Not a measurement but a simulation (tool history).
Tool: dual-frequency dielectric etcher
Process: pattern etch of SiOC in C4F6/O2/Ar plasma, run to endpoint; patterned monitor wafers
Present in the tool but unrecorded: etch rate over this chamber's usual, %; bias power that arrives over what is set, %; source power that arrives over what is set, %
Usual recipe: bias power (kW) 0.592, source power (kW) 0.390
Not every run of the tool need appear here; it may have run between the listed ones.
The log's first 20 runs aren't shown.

| run | day | bias power (kW) | source power (kW) | wafers since the last listed run | hours since the last wet clean | hours since the last bias power generator calibration | hours since the last source power generator calibration | hours since the last upper electrode change | incoming incoming film thickness, nm | endpoint time (s) |
|---|---|---|---|---|---|---|---|---|---|---|
| 21 | 11.804 | 0.519 | 0.330 | 6 | 0.9 | 45.4 | 154.7 | 5673.3 | 31.72 | 10.9 |
| 22 | 11.817 | 0.650 | 0.340 | 4 | 1.2 | 45.7 | 155.0 | 5673.6 | 31.57 | 9.9 |
| 23 | 12.062 | 0.652 | 0.300 | 97 | 7.1 | 51.6 | 160.9 | 5679.5 | 31.79 | 10.3 |
| 24 | 12.329 | 0.677 | 0.490 | 106 | 13.5 | 58.0 | 167.3 | 5685.9 | 31.53 | 8.6 |
| 25 | 12.621 | 0.643 | 0.390 | 115 | 20.5 | 65.0 | 174.3 | 5692.9 | 31.37 | 9.4 |
| 26 | 13.038 | 0.592 | 0.390 | 165 | 30.5 | 75.0 | 184.3 | 5702.9 | 31.77 | 9.8 |
|  | 14.050 | upper electrode replaced |
| 27 | 14.071 | 0.592 | 0.390 | 13 | 55.3 | 99.8 | 209.1 | 0.5 | 31.38 | 9.7 |
| 28 | 14.338 | 0.639 | 0.310 | 106 | 61.7 | 106.2 | 215.5 | 6.9 | 32.03 | 10.4 |
| 29 | 14.804 | 0.592 | 0.340 | 185 | 72.9 | 117.4 | 226.7 | 18.1 | 31.75 | 10.3 |
| 30 | 15.492 | 0.592 | 0.390 | 273 | 89.4 | 133.9 | 243.2 | 34.6 | 31.36 | 9.8 |
| 31 | 16.192 | 0.554 | 0.350 | 278 | 106.2 | 150.7 | 260.0 | 51.4 | 31.91 | 10.5 |
| 32 | 16.792 | 0.592 | 0.390 | 238 | 120.6 | 165.1 | 274.4 | 65.8 | 31.49 | 9.8 |
| 33 | 17.529 | 0.592 | 0.420 | 293 | 138.3 | 182.8 | 292.1 | 83.5 | 31.72 | 9.6 |
| 34 | 18.950 | 0.592 | 0.460 | 565 | 172.4 | 216.9 | 326.2 | 117.6 | 31.51 | 9.2 |
| 35 | 19.633 | 0.547 | 0.430 | 271 | 188.8 | 233.3 | 342.6 | 134.0 | 31.86 | 9.8 |

Below are 5 alternative next runs, each starting from the tool's condition after run 35. Predict each:
| A | 19.650 | 0.592 | 0.390 | 6 | 189.2 | 233.7 | 343.0 | 134.4 | 31.63 | ? |
| B | 19.650 | 0.645 | 0.390 | 6 | 189.2 | 233.7 | 343.0 | 134.4 | 31.63 | ? |
| C | 19.650 | 0.688 | 0.430 | 6 | 189.2 | 233.7 | 343.0 | 134.4 | 31.63 | ? |
| D | 19.650 | 0.457 | 0.490 | 6 | 189.2 | 233.7 | 343.0 | 134.4 | 31.63 | ? |
| E | 19.650 | 0.541 | 0.310 | 6 | 189.2 | 233.7 | 343.0 | 134.4 | 31.63 | ? |

| run | endpoint time (s) |
|---|---|
| A | 9.8 |
| B | 9.5 |
| C | 8.9 |
| D | 9.9 |
| E | 10.9 |
With no hidden state in the tool, these same runs would have given:
| run | endpoint time (s) |
|---|---|
| A | 9.8 |
| B | 9.5 |
| C | 8.9 |
| D | 9.9 |
| E | 10.9 |
